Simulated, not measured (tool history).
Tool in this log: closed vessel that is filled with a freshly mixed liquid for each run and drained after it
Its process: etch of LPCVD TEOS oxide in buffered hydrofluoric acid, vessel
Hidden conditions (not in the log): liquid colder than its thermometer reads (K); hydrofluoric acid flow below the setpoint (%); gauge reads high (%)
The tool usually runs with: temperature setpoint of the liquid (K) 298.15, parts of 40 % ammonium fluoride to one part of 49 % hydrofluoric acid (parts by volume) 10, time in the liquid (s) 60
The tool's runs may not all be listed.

run,day,temperature setpoint of the liquid (K),parts of 40 % ammonium fluoride to one part of 49 % hydrofluoric acid (parts by volume),time in the liquid (s),wafers since the last listed run,hours since the thermometer was replaced,hours since the hydrofluoric acid flow meter was replaced,hours since the gauge calibration,"read-back film thickness of the LPCVD TEOS oxide reference wafer, read on the same gauge (nm)",thickness taken off the LPCVD TEOS oxide on a monitor wafer (Å)
1,0,298.15,10,50,0,2018.9,1266.4,505.1,60.66,1240
2,2.983,298.15,10,80,7222,2090.5,1338,576.7,60.75,1993.3
3,6.367,298.15,10,80,8191,2171.7,1419.2,657.9,60.83,2014.2
4,8.388,298.15,10,60,4892,2220.2,1467.7,706.4,60.9,1491.1
5,12.092,298.15,10,60,8967,2309.1,1556.6,795.3,61.02,1499.9
6,16.075,298.15,10,60,9643,2404.7,1652.2,890.9,61.15,1502.8
7,17.983,298.15,10,60,4620,2450.5,1698,936.7,61.17,1509.5
8,20.921,298.15,10,60,7111,2521,1768.5,1007.2,61.27,1514.7
9,24.096,298.15,10,60,7686,2597.2,1844.7,1083.4,61.33,1513.1
10,26.354,295.65,10,60,5467,2651.4,1898.9,1137.6,61.43,1318.9
11,29.138,295.65,10,60,6738,2718.2,1965.7,1204.4,61.51,1303.4
12,31.85,298.15,10,40,6566,2783.3,2030.8,1269.5,61.59,1001.6
13,35.579,298.15,10,40,9028,2872.8,2120.3,1359,61.71,1016.9
14,38.712,298.15,12.5,30,7585,2948,2195.5,1434.2,61.77,611.4
15,41.9,298.15,10,60,7716,3024.5,2272,1510.7,61.84,1504.8
# day 43.425: thermometer replaced
16,45.638,299.65,10,35,8947,53.1,2361.7,1600.4,62.03,963.5
17,48.075,298.15,10,60,5901,111.6,2420.2,1658.9,62.01,1497.5
# day 48.158: hydrofluoric acid flow meter replaced
18,50.862,300.15,7,30,6647,178.5,64.9,1725.8,62.11,1184.4
19,53.679,299.65,6.5,95,6819,246.1,132.5,1793.4,62.23,3900.4
20,55.542,298.15,6.5,60,4509,290.8,177.2,1838.1,62.25,2267.2
21,59.658,300.15,8,30,9966,389.6,276,1936.9,62.41,1040.3
22,62.079,298.15,13.5,35,5860,447.7,334.1,1995,62.46,671.7
23,63.896,295.65,10,60,4398,491.3,377.7,2038.6,62.51,1343.7
# day 66.942: gauge calibrated
24,67.225,294.15,6.5,45,8059,571.2,457.6,6.8,59.96,1316.2
25,70.321,300.15,9,90,7494,645.5,531.9,81.1,60.07,2687.5
26,76.367,298.15,10,60,14636,790.6,677,226.2,60.23,1490.4
27,83.9,302.15,11.5,60,18238,971.4,857.8,407,60.43,1600.5

Run by run, hidden condition taken away, random variation retained:
run,thickness taken off the LPCVD TEOS oxide on a monitor wafer (Å)
1,1226.6
2,1968.9
3,1986.3
4,1469.1
5,1475.2
6,1475.2
7,1480.4
8,1483.4
9,1479.7
10,1288.4
11,1271.6
12,975.9
13,989.1
14,593.8
15,1459.3
16,932.7
17,1448
18,1143.8
19,3761.7
20,2184.7
21,1000.6
22,645.3
23,1289.8
24,1316.9
25,2685
26,1484.7
27,1588.5
